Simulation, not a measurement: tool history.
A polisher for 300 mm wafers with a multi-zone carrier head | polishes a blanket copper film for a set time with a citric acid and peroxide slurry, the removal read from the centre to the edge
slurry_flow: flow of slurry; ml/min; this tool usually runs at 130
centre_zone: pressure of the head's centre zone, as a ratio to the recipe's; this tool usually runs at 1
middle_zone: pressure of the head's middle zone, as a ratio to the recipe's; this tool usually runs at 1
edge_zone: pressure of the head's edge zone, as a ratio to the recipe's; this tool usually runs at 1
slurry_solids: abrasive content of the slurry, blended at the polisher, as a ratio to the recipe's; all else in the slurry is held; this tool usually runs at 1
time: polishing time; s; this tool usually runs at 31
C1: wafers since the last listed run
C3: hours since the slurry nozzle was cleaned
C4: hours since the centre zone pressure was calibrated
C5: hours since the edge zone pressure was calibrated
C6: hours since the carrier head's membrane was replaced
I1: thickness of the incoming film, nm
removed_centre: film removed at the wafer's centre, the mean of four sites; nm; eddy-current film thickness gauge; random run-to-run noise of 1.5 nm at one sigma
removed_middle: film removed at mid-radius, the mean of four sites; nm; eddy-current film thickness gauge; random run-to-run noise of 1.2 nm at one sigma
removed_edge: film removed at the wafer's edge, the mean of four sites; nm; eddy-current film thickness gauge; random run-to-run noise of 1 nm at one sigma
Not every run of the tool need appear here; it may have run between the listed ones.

Run 1, day 0: usual settings but slurry_flow 160 ml/min; C1 0; wafers polished on this pad 1458; C3 269.8; C4 345.9; C5 1082.1; C6 721.2; I1 890.9. Result: removed_centre 111.5 nm, removed_middle 109.8 nm, removed_edge 112.6 nm.
Run 2, day 1.158: usual settings; C1 215; wafers polished on this pad 1674; C3 297.6; C4 373.7; C5 1109.9; C6 749; I1 882.6. Result: removed_centre 104 nm, removed_middle 102.6 nm, removed_edge 106.8 nm.
At day 3.154: worn pad replaced by a new one.
At day 3.175: carrier head's membrane replaced by a new one.
Run 3, day 3.804: usual settings but edge_zone 0.94; C1 456; wafers polished on this pad 116; C3 361.1; C4 437.2; C5 1173.4; C6 15.1; I1 890.9. Result: removed_centre 96.2 nm, removed_middle 96.4 nm, removed_edge 97.2 nm.
At day 5.983: edge zone pressure recalibrated.
Run 4, day 6.738: usual settings but edge_zone 0.94; C1 529; wafers polished on this pad 646; C3 431.5; C4 507.6; C5 18.1; C6 85.5; I1 903.1. Result: removed_centre 96.9 nm, removed_middle 93.8 nm, removed_edge 94.3 nm.
Run 5, day 9.121: usual settings; C1 442; wafers polished on this pad 1088; C3 488.7; C4 564.8; C5 75.3; C6 142.7; I1 894.1. Result: removed_centre 94 nm, removed_middle 94.2 nm, removed_edge 98.3 nm.
At day 13.042: slurry nozzle cleaned.
At day 14.038: worn pad replaced by a new one, repeated, since the last time left the tool worse.
Run 6, day 17.671: usual settings; C1 1549; wafers polished on this pad 674; C3 111.1; C4 770; C5 280.5; C6 347.9; I1 899.5. Result: removed_centre 103.1 nm, removed_middle 104.6 nm, removed_edge 111.7 nm.
At day 18.346: centre zone pressure recalibrated.
Run 7, day 19.846: usual settings but middle_zone 0.9, edge_zone 0.91, slurry_solids 0.85; C1 388; wafers polished on this pad 1063; C3 163.3; C4 36; C5 332.7; C6 400.1; I1 886.7. Result: removed_centre 102.6 nm, removed_middle 93.6 nm, removed_edge 101 nm.
Run 8, day 21.233: usual settings but middle_zone 1.05; C1 257; wafers polished on this pad 1321; C3 196.6; C4 69.3; C5 366; C6 433.4; I1 888. Result: removed_centre 106.4 nm, removed_middle 109.2 nm, removed_edge 108.3 nm.
Run 9, day 23.554: usual settings but slurry_flow 155 ml/min, centre_zone 1.03, edge_zone 1.05; C1 431; wafers polished on this pad 1752; C3 252.3; C4 125; C5 421.7; C6 489.1; I1 882.7. Result: removed_centre 110 nm, removed_middle 105.9 nm, removed_edge 112.6 nm.
Run 10, day 25.596: usual settings; C1 379; wafers polished on this pad 2131; C3 301.3; C4 174; C5 470.7; C6 538.1; I1 899.4. Result: removed_centre 100.9 nm, removed_middle 98.9 nm, removed_edge 104.1 nm.
At day 26.633: worn pad replaced by a new one.
Run 11, day 27.025: usual settings but slurry_solids 1.15; C1 234; wafers polished on this pad 72; C3 335.6; C4 208.3; C5 505; C6 572.4; I1 893.7. Result: removed_centre 109.9 nm, removed_middle 107.7 nm, removed_edge 114.2 nm.
Run 12, day 29.046: usual settings but slurry_flow 145 ml/min, edge_zone 1.04, slurry_solids 1.15, time 38 s; C1 375; wafers polished on this pad 448; C3 384.1; C4 256.8; C5 553.5; C6 620.9; I1 885.8. Result: removed_centre 141.2 nm, removed_middle 136.8 nm, removed_edge 145.4 nm.
Run 13, day 31.662: usual settings but middle_zone 0.9, edge_zone 0.91, slurry_solids 0.85; C1 486; wafers polished on this pad 934; C3 446.9; C4 319.6; C5 616.3; C6 683.7; I1 896.1. Result: removed_centre 106.1 nm, removed_middle 94 nm, removed_edge 102.3 nm.
Run 14, day 33.638: usual settings but slurry_flow 155 ml/min, edge_zone 1.07; C1 366; wafers polished on this pad 1301; C3 494.3; C4 367; C5 663.7; C6 731.1; I1 888.3. Result: removed_centre 111.9 nm, removed_middle 107.3 nm, removed_edge 117.4 nm.
At day 34.738: carrier head's membrane replaced by a new one.
At day 35.962: slurry nozzle cleaned.
Run 15, day 35.983: usual settings but slurry_flow 155 ml/min, centre_zone 1.04, time 24 s; C1 389; wafers polished on this pad 1690; C3 0.5; C4 423.3; C5 720; C6 29.9; I1 879. Result: removed_centre 88.3 nm, removed_middle 81.9 nm, removed_edge 85.3 nm.
Run 16, day 37.912: usual settings but slurry_flow 145 ml/min, middle_zone 0.93, slurry_solids 1.2; C1 358; wafers polished on this pad 2048; C3 46.8; C4 469.6; C5 766.3; C6 76.2; I1 873.1. Result: removed_centre 108 nm, removed_middle 101.3 nm, removed_edge 112.2 nm.
At day 39.271: worn pad replaced by a new one.
Run 17, day 40.458: usual settings but centre_zone 0.88; C1 441; wafers polished on this pad 220; C3 107.9; C4 530.7; C5 827.4; C6 137.3; I1 876.5. Result: removed_centre 94.4 nm, removed_middle 107.1 nm, removed_edge 110.7 nm.
Run 18, day 42.371: usual settings; C1 355; wafers polished on this pad 575; C3 153.8; C4 576.6; C5 873.3; C6 183.2; I1 899.6. Result: removed_centre 107.7 nm, removed_middle 104.8 nm, removed_edge 110.2 nm.
Run 19, day 43.4: usual settings but slurry_solids 0.85, time 23 s; C1 191; wafers polished on this pad 767; C3 178.5; C4 601.3; C5 898; C6 207.9; I1 890. Result: removed_centre 74.6 nm, removed_middle 75.7 nm, removed_edge 79.9 nm.
Run 20, day 44.483: usual settings but middle_zone 0.97; C1 201; wafers polished on this pad 968; C3 204.5; C4 627.3; C5 924; C6 233.9; I1 898.1. Result: removed_centre 108.6 nm, removed_middle 101.4 nm, removed_edge 110.9 nm.

Results per run with the tool's hidden condition removed, run-to-run variation unchanged:
Hidden conditions of the tool in this case: removal rate lost through wear of the pad, %; slurry flow missing at the pad, %; deviation of the centre zone's pressure from its setpoint, %; deviation of the edge zone's pressure from its setpoint, %.
run  removed_centre  removed_middle  removed_edge
  1           114.9           113.1         115.9
  2           107.9           106.5         110.9
  3             108           108.2         109.1
  4           109.4           105.9         106.4
  5           107.1           107.4         112.1
  6           104.8           106.3         113.5
  7           105.1            95.9         103.5
  8           109.9           112.8         111.8
  9           115.4           111.1         118.1
 10           107.8           105.7         111.3
 11           109.9           107.8         114.2
 12           141.6           137.2         145.8
 13           107.2              95         103.3
 14           114.2           109.5         119.8
 15            91.6            84.9          88.4
 16           113.8           106.7         118.2
 17              95           107.8         111.4
 18           108.8           105.8         111.3
 19            75.6            76.7            81
 20           110.5           103.2         112.8
